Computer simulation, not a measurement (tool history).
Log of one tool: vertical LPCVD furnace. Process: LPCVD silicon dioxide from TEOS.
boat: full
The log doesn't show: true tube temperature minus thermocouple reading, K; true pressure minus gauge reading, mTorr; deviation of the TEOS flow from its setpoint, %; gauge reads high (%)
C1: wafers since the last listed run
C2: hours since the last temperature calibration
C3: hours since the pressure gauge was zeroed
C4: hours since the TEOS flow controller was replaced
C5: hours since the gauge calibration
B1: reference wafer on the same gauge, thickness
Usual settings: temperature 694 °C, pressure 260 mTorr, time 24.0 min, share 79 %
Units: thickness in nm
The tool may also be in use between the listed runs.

{"run": 1, "hour": 0.0, "temperature": 694, "pressure": 260, "time": 24.0, "share": 79, "C1": 0, "C2": 2020.7, "C3": 4191.9, "C4": 3928.6, "C5": 191.2, "B1": 131.99, "thickness": 150.93}
{"run": 2, "hour": 16.2, "temperature": 694, "pressure": 260, "time": 24.0, "share": 79, "C1": 226, "C2": 2036.9, "C3": 4208.1, "C4": 3944.8, "C5": 207.4, "B1": 132.02, "thickness": 150.82}
{"run": 3, "hour": 25.0, "temperature": 694, "pressure": 260, "time": 29.5, "share": 79, "C1": 122, "C2": 2045.7, "C3": 4216.9, "C4": 3953.6, "C5": 216.2, "B1": 132.01, "thickness": 185.19}
{"run": 4, "hour": 36.6, "temperature": 694, "pressure": 260, "time": 24.0, "share": 79, "C1": 161, "C2": 2057.3, "C3": 4228.5, "C4": 3965.2, "C5": 227.8, "B1": 131.97, "thickness": 150.81}
{"run": 5, "hour": 46.7, "temperature": 694, "pressure": 260, "time": 24.0, "share": 79, "C1": 141, "C2": 2067.4, "C3": 4238.6, "C4": 3975.3, "C5": 237.9, "B1": 131.97, "thickness": 151.15}
{"run": 6, "hour": 62.1, "temperature": 694, "pressure": 260, "time": 24.0, "share": 90, "C1": 214, "C2": 2082.8, "C3": 4254.0, "C4": 3990.7, "C5": 253.3, "B1": 131.97, "thickness": 161.39}
{"run": 7, "hour": 68.7, "temperature": 694, "pressure": 260, "time": 24.0, "share": 90, "C1": 92, "C2": 2089.4, "C3": 4260.6, "C4": 3997.3, "C5": 259.9, "B1": 132.01, "thickness": 161.36}
{"run": 8, "hour": 77.6, "temperature": 694, "pressure": 260, "time": 24.0, "share": 72, "C1": 124, "C2": 2098.3, "C3": 4269.5, "C4": 4006.2, "C5": 268.8, "B1": 132.03, "thickness": 144.5}
{"hour": 84.3, "done": "gauge calibrated"}
{"hour": 103.4, "done": "TEOS flow controller replaced"}
{"run": 9, "hour": 103.9, "temperature": 694, "pressure": 260, "time": 24.0, "share": 72, "C1": 32, "C2": 2124.6, "C3": 4295.8, "C4": 0.5, "C5": 19.6, "B1": 131.95, "thickness": 144.88}
{"run": 10, "hour": 108.5, "temperature": 694, "pressure": 260, "time": 24.0, "share": 79, "C1": 64, "C2": 2129.2, "C3": 4300.4, "C4": 5.1, "C5": 24.2, "B1": 131.95, "thickness": 151.76}
{"run": 11, "hour": 118.9, "temperature": 701, "pressure": 260, "time": 24.0, "share": 70, "C1": 145, "C2": 2139.6, "C3": 4310.8, "C4": 15.5, "C5": 34.6, "B1": 131.97, "thickness": 167.79}
{"hour": 148.5, "done": "thermocouples replaced and temperature profile calibrated"}
{"run": 12, "hour": 149.0, "temperature": 694, "pressure": 260, "time": 32.5, "share": 91, "C1": 85, "C2": 0.5, "C3": 4340.9, "C4": 45.6, "C5": 64.7, "B1": 132.02, "thickness": 202.0}
{"run": 13, "hour": 153.6, "temperature": 699, "pressure": 260, "time": 17.5, "share": 79, "C1": 64, "C2": 5.1, "C3": 4345.5, "C4": 50.2, "C5": 69.3, "B1": 131.97, "thickness": 114.07}
{"run": 14, "hour": 158.1, "temperature": 686, "pressure": 260, "time": 17.0, "share": 79, "C1": 62, "C2": 9.6, "C3": 4350.0, "C4": 54.7, "C5": 73.8, "B1": 132.0, "thickness": 81.76}
{"hour": 186.6, "done": "pressure gauge zeroed"}
{"run": 15, "hour": 187.1, "temperature": 702, "pressure": 260, "time": 24.0, "share": 79, "C1": 69, "C2": 38.6, "C3": 0.5, "C4": 83.7, "C5": 102.8, "B1": 132.02, "thickness": 168.47}
{"run": 16, "hour": 191.7, "temperature": 694, "pressure": 260, "time": 20.0, "share": 66, "C1": 64, "C2": 43.2, "C3": 5.1, "C4": 88.3, "C5": 107.4, "B1": 131.97, "thickness": 106.27}
{"run": 17, "hour": 196.2, "temperature": 694, "pressure": 260, "time": 28.5, "share": 79, "C1": 62, "C2": 47.7, "C3": 9.6, "C4": 92.8, "C5": 111.9, "B1": 132.01, "thickness": 165.88}
{"run": 18, "hour": 200.7, "temperature": 683, "pressure": 260, "time": 24.0, "share": 68, "C1": 62, "C2": 52.2, "C3": 14.1, "C4": 97.3, "C5": 116.4, "B1": 132.0, "thickness": 100.03}
{"run": 19, "hour": 213.7, "temperature": 694, "pressure": 260, "time": 24.0, "share": 79, "C1": 181, "C2": 65.2, "C3": 27.1, "C4": 110.3, "C5": 129.4, "B1": 131.98, "thickness": 139.91}
{"run": 20, "hour": 221.2, "temperature": 694, "pressure": 260, "time": 24.0, "share": 79, "C1": 104, "C2": 72.7, "C3": 34.6, "C4": 117.8, "C5": 136.9, "B1": 132.04, "thickness": 139.89}
{"run": 21, "hour": 238.6, "temperature": 694, "pressure": 260, "time": 24.0, "share": 79, "C1": 242, "C2": 90.1, "C3": 52.0, "C4": 135.2, "C5": 154.3, "B1": 131.98, "thickness": 139.89}

How the hidden state differs across the entries between the runs, from the last listed run before each to the first after it:
Between runs 8 and 9: gauge calibrated (hour 84.3); TEOS flow controller replaced (hour 103.4)
  true tube temperature minus thermocouple reading, K: 3.61 -> 3.65
  measured less the result without the state, thickness: +11.72 -> +11.90 nm
Between runs 11 and 12: thermocouples replaced and temperature profile calibrated (hour 148.5)
  true tube temperature minus thermocouple reading, K: 3.68 -> 0.125
  measured less the result without the state, thickness: +13.67 -> +0.59 nm
Between runs 14 and 15: pressure gauge zeroed (hour 186.6)
  true tube temperature minus thermocouple reading, K: 0.141 -> 0.191
  measured less the result without the state, thickness: +0.27 -> +0.74 nm
